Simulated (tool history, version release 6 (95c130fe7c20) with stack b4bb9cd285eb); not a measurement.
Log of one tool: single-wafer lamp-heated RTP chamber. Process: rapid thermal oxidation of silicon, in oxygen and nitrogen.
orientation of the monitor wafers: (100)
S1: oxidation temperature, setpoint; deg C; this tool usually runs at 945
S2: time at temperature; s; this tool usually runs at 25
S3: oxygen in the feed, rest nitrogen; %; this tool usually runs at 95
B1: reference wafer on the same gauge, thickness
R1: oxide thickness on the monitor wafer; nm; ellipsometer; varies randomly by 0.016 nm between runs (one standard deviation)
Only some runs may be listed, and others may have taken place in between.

run,hour,S1,S2,S3,B1,R1
1,0,945,32,98,2.922,3.219
2,43.5,945,32,98,2.918,3.231
3,112.2,945,32,98,2.922,3.251
4,181.3,945,34,95,2.913,3.336
5,230.4,945,34,95,2.918,3.326
6,273.4,945,34,95,2.92,3.316
7,328.7,924,29,95,2.915,2.86
8,373,924,29,95,2.921,2.839
9,403.5,965,25,95,2.918,3.457
10,446.4,965,25,95,2.918,3.465
11,489.1,965,25,95,2.915,3.423
12,553.2,945,22,95,2.916,2.95
13,621.7,929,25,95,2.914,2.853
14,651.8,929,25,95,2.913,2.876
# hour 707.2: pyrometer window cleaned and pyrometer calibrated
15,707.7,929,25,95,2.916,2.795
16,759.3,945,19,95,2.915,2.765
17,799.4,945,25,98,2.918,3.02
18,834,945,28,95,2.927,3.129
19,876.5,927,25,95,2.925,2.757
# hour 892.8: gauge calibrated
20,930.3,962,37,79,2.917,3.628
21,957.9,945,14,95,2.923,2.599
22,1019.6,955,25,95,2.922,3.216
23,1063,962,37,79,2.915,3.654
# hour 1083.5: oxygen flow controller replaced
24,1118.4,945,25,95,2.919,3.059
25,1181.6,945,37,95,2.909,3.494
26,1233.9,945,32,95,2.917,3.349
27,1297.4,957,15,69,2.931,2.644
28,1345.5,945,25,95,2.919,3.101
29,1404.8,921,20,98,2.923,2.651
# hour 1432.8: pyrometer window cleaned and pyrometer calibrated
30,1471.1,945,17,98,2.922,2.667
31,1524.7,916,25,95,2.916,2.634
32,1583.9,967,25,95,2.919,3.401
33,1644.5,962,37,79,2.923,3.629

What if the next run were any one of these 5? Each begins from the tool's condition after run 33:
A,1645,945,25,95,?,?
B,1645,969,13,83,?,?
C,1645,945,25,81,?,?
D,1645,930,17,83,?,?
E,1645,975,29,95,?,?

run,B1,R1
A,2.92,3.007
B,2.92,2.733
C,2.92,2.905
D,2.92,2.491
E,2.92,3.786
What these runs would have given with no unlogged condition in the tool:
run,R1
A,2.953
B,2.69
C,2.856
D,2.461
E,3.7
